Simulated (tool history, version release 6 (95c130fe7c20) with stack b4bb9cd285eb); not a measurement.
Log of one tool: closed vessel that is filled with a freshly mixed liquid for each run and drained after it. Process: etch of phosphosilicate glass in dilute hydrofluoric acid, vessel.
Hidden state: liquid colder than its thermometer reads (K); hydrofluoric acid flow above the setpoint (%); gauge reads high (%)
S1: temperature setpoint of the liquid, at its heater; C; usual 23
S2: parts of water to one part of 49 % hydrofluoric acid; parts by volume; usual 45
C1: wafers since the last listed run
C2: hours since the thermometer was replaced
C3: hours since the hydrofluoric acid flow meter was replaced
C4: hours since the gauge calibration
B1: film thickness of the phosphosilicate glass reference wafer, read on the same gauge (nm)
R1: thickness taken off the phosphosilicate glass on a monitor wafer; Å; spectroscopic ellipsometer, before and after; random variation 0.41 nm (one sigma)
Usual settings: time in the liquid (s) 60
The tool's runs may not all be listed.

Run 1, day 0: usual settings; C1 0; C2 593.9; C3 958.1; C4 645.8; B1 140. Result: R1 895.4 Å.
Run 2, day 7.4: usual settings; C1 13171; C2 771.5; C3 1135.7; C4 823.4; B1 139.99. Result: R1 898.4 Å.
Run 3, day 9.15: usual settings but S1 25 C; C1 3114; C2 813.5; C3 1177.7; C4 865.4; B1 139.98. Result: R1 973 Å.
Run 4, day 12.096: usual settings but S1 25 C; C1 5243; C2 884.2; C3 1248.4; C4 936.1; B1 139.98. Result: R1 972.8 Å.
Run 5, day 15.7: usual settings; C1 6415; C2 970.7; C3 1334.9; C4 1022.6; B1 139.98. Result: R1 897.5 Å.
At day 17.192: hydrofluoric acid flow meter replaced.
Run 6, day 19.658: usual settings; C1 6971; C2 1065.7; C3 59.2; C4 1117.6; B1 140. Result: R1 843 Å.
Run 7, day 32.725: usual settings; C1 23258; C2 1379.3; C3 372.8; C4 1431.2; B1 139.96. Result: R1 846.9 Å.
Run 8, day 34.833: usual settings; C1 3752; C2 1429.9; C3 423.4; C4 1481.8; B1 139.99. Result: R1 859.5 Å.
Run 9, day 37.262: usual settings; C1 4323; C2 1488.2; C3 481.7; C4 1540.1; B1 139.98. Result: R1 862.5 Å.
Run 10, day 39.725: usual settings; C1 4383; C2 1547.3; C3 540.8; C4 1599.2; B1 139.96. Result: R1 854 Å.
Run 11, day 43.75: usual settings; C1 7164; C2 1643.9; C3 637.4; C4 1695.8; B1 140.02. Result: R1 857.9 Å.
Run 12, day 45.283: usual settings; C1 2729; C2 1680.7; C3 674.2; C4 1732.6; B1 140.01. Result: R1 851.6 Å.
Run 13, day 46.862: usual settings but S1 20 C, S2 50 parts by volume; C1 2810; C2 1718.6; C3 712.1; C4 1770.5; B1 139.99. Result: R1 673.7 Å.
Run 14, day 49.575: usual settings; C1 4828; C2 1783.7; C3 777.2; C4 1835.6; B1 140.01. Result: R1 857.7 Å.
Run 15, day 51.292: usual settings but S1 24.5 C, S2 40 parts by volume, time in the liquid (s) 70; C1 3055; C2 1824.9; C3 818.4; C4 1876.8; B1 140. Result: R1 1213 Å.
Run 16, day 54.996: usual settings but S1 26.5 C, time in the liquid (s) 45; C1 6593; C2 1913.8; C3 907.3; C4 1965.7; B1 140. Result: R1 749.3 Å.
At day 55.854: thermometer replaced.
Run 17, day 57.571: usual settings but S1 19 C; C1 4509; C2 41.2; C3 969.1; C4 2027.5; B1 140.02. Result: R1 764.5 Å.
Run 18, day 61.083: usual settings but S1 24.5 C, S2 35 parts by volume; C1 6252; C2 125.5; C3 1053.4; C4 2111.8; B1 140.04. Result: R1 1266.6 Å.
At day 61.679: gauge calibrated.
Run 19, day 65.317: usual settings but S1 20 C, S2 55 parts by volume; C1 7535; C2 227.1; C3 1155; C4 87.3; B1 139.99. Result: R1 656.7 Å.
At day 67.071: hydrofluoric acid flow meter replaced.
Run 20, day 69.146: usual settings; C1 6741; C2 319; C3 49.8; C4 179.2; B1 139.95. Result: R1 874.2 Å.
Run 21, day 72.596: usual settings; C1 6140; C2 401.8; C3 132.6; C4 262; B1 140.03. Result: R1 874 Å.
Run 22, day 77.038: usual settings; C1 7906; C2 508.4; C3 239.2; C4 368.6; B1 140.01. Result: R1 882.3 Å.
Run 23, day 78.546: usual settings but S1 25 C; C1 2684; C2 544.6; C3 275.4; C4 404.8; B1 140.05. Result: R1 952.8 Å.
Run 24, day 80.796: usual settings but S2 30 parts by volume; C1 4004; C2 598.6; C3 329.4; C4 458.8; B1 140.03. Result: R1 1336.3 Å.
Run 25, day 82.483: usual settings but S2 65 parts by volume; C1 3003; C2 639.1; C3 369.9; C4 499.3; B1 139.96. Result: R1 588.2 Å.
Run 26, day 84.833: usual settings but S1 18.5 C, S2 50 parts by volume; C1 4182; C2 695.5; C3 426.3; C4 555.7; B1 139.97. Result: R1 647 Å.

Forecast each of these 4 alternatives for the next run:
Run A, day 84.862: usual settings but S2 55 parts by volume; C1 51; C2 696.2; C3 427; C4 556.4; B1 ?. Result: R1 ?.
Run B, day 84.862: usual settings but S1 20.5 C; C1 51; C2 696.2; C3 427; C4 556.4; B1 ?. Result: R1 ?.
Run C, day 84.862: usual settings but S1 24.5 C, time in the liquid (s) 30; C1 51; C2 696.2; C3 427; C4 556.4; B1 ?. Result: R1 ?.
Run D, day 84.862: usual settings but S1 19 C, S2 55 parts by volume, time in the liquid (s) 30; C1 51; C2 696.2; C3 427; C4 556.4; B1 ?. Result: R1 ?.

run      B1     R1
  A  140.03  715.9
  B  140.03  797.3
  C  140.03  471.6
  D  140.03  302.3
Without the tool's hidden state the same runs would have given:
run     R1
  A  715.3
  B  797.3
  C  471.2
  D  302.4

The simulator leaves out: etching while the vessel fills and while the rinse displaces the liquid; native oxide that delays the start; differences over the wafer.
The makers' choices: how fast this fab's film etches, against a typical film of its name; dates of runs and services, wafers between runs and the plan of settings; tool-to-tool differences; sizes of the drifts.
